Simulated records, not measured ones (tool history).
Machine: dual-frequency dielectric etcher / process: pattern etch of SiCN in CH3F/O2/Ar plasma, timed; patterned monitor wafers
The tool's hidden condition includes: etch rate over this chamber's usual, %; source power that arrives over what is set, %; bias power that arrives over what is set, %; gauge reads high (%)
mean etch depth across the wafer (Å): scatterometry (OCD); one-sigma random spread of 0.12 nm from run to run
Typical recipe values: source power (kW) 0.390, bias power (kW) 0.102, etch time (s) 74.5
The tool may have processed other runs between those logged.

run,hour,source power (kW),bias power (kW),etch time (s),wafers since the last listed run,hours since the last wet clean,hours since the last source power generator calibration,hours since the last bias power generator calibration,hours since the last upper electrode change,hours since the gauge calibration,"read-back reference wafer on the same gauge, depth_nm",mean etch depth across the wafer (Å)
1,0.0,0.390,0.102,74.5,0,24.1,4042.0,2223.7,2598.1,1568.2,27.33,300.4
2,97.5,0.390,0.102,74.5,1296,121.6,4139.5,2321.2,2695.6,1665.7,27.27,298.1
3,162.4,0.390,0.102,74.5,862,186.5,4204.4,2386.1,2760.5,1730.6,27.30,301.5
# hour 266.4: upper electrode replaced
4,266.9,0.390,0.102,74.5,1070,291.0,4308.9,2490.6,0.5,1835.1,27.28,298.9
5,302.9,0.340,0.102,74.5,478,327.0,4344.9,2526.6,36.5,1871.1,27.28,287.0
6,569.1,0.340,0.102,74.5,3539,593.2,4611.1,2792.8,302.7,2137.3,27.28,286.6
7,605.6,0.340,0.102,74.5,485,629.7,4647.6,2829.3,339.2,2173.8,27.30,286.6
# hour 661.0: gauge calibrated
8,709.0,0.390,0.102,74.5,1374,733.1,4751.0,2932.7,442.6,48.0,27.29,301.7
# hour 758.9: wet clean of the chamber
9,852.1,0.320,0.122,88.0,1583,93.2,4894.1,3075.8,585.7,191.1,27.33,363.4
# hour 902.0: bias power generator calibrated
# hour 903.1: source power generator calibrated
10,984.1,0.390,0.102,74.5,1686,225.2,81.0,82.1,717.7,323.1,27.32,299.5
11,1026.0,0.390,0.102,59.0,557,267.1,122.9,124.0,759.6,365.0,27.31,236.7
12,1092.3,0.390,0.102,74.5,881,333.4,189.2,190.3,825.9,431.3,27.30,303.2
13,1162.6,0.390,0.112,74.5,934,403.7,259.5,260.6,896.2,501.6,27.32,316.6
14,1229.3,0.390,0.102,74.5,886,470.4,326.2,327.3,962.9,568.3,27.28,302.1
# hour 1402.1: wet clean of the chamber
15,1446.6,0.420,0.082,86.0,2569,44.5,543.5,544.6,1180.2,785.6,27.29,318.0
16,1514.9,0.390,0.102,67.0,908,112.8,611.8,612.9,1248.5,853.9,27.30,271.1
17,1591.2,0.440,0.080,84.0,1014,189.1,688.1,689.2,1324.8,930.2,27.30,310.7
18,1688.8,0.460,0.114,74.5,1297,286.7,785.7,786.8,1422.4,1027.8,27.33,340.4
19,1740.3,0.290,0.102,62.0,684,338.2,837.2,838.3,1473.9,1079.3,27.30,224.8
20,1847.7,0.420,0.102,57.0,1427,445.6,944.6,945.7,1581.3,1186.7,27.34,235.3
21,1903.3,0.390,0.102,74.5,739,501.2,1000.2,1001.3,1636.9,1242.3,27.29,300.5
22,1995.5,0.460,0.111,57.0,1225,593.4,1092.4,1093.5,1729.1,1334.5,27.29,256.1
# hour 2116.4: wet clean of the chamber
23,2116.9,0.390,0.077,86.0,1294,0.5,1213.8,1214.9,1850.5,1455.9,27.33,298.6
24,2189.9,0.470,0.094,64.5,970,73.5,1286.8,1287.9,1923.5,1528.9,27.30,268.2
25,2253.1,0.390,0.088,63.0,840,136.7,1350.0,1351.1,1986.7,1592.1,27.31,234.9
26,2341.8,0.470,0.122,81.0,1179,225.4,1438.7,1439.8,2075.4,1680.8,27.30,382.1
27,2405.3,0.390,0.113,74.5,844,288.9,1502.2,1503.3,2138.9,1744.3,27.29,319.5
28,2476.0,0.320,0.118,94.0,939,359.6,1572.9,1574.0,2209.6,1815.0,27.30,378.9
29,2564.7,0.340,0.121,74.5,1179,448.3,1661.6,1662.7,2298.3,1903.7,27.29,312.1
30,2631.0,0.390,0.102,74.5,881,514.6,1727.9,1729.0,2364.6,1970.0,27.28,299.8

Hidden condition of the tool, last listed run before each entry between runs versus first listed run after:
In the gap between runs 3 and 4: upper electrode replaced (hour 266.4)
  the hidden state is the same at both runs
In the gap between runs 7 and 8: gauge calibrated (hour 661.0)
  the hidden state is the same at both runs
In the gap between runs 8 and 9: wet clean of the chamber (hour 758.9)
  the hidden state is the same at both runs
In the gap between runs 9 and 10: bias power generator calibrated (hour 902.0); source power generator calibrated (hour 903.1)
  the hidden state is the same at both runs
In the gap between runs 14 and 15: wet clean of the chamber (hour 1402.1)
  the hidden state is the same at both runs
In the gap between runs 22 and 23: wet clean of the chamber (hour 2116.4)
  the hidden state is the same at both runs

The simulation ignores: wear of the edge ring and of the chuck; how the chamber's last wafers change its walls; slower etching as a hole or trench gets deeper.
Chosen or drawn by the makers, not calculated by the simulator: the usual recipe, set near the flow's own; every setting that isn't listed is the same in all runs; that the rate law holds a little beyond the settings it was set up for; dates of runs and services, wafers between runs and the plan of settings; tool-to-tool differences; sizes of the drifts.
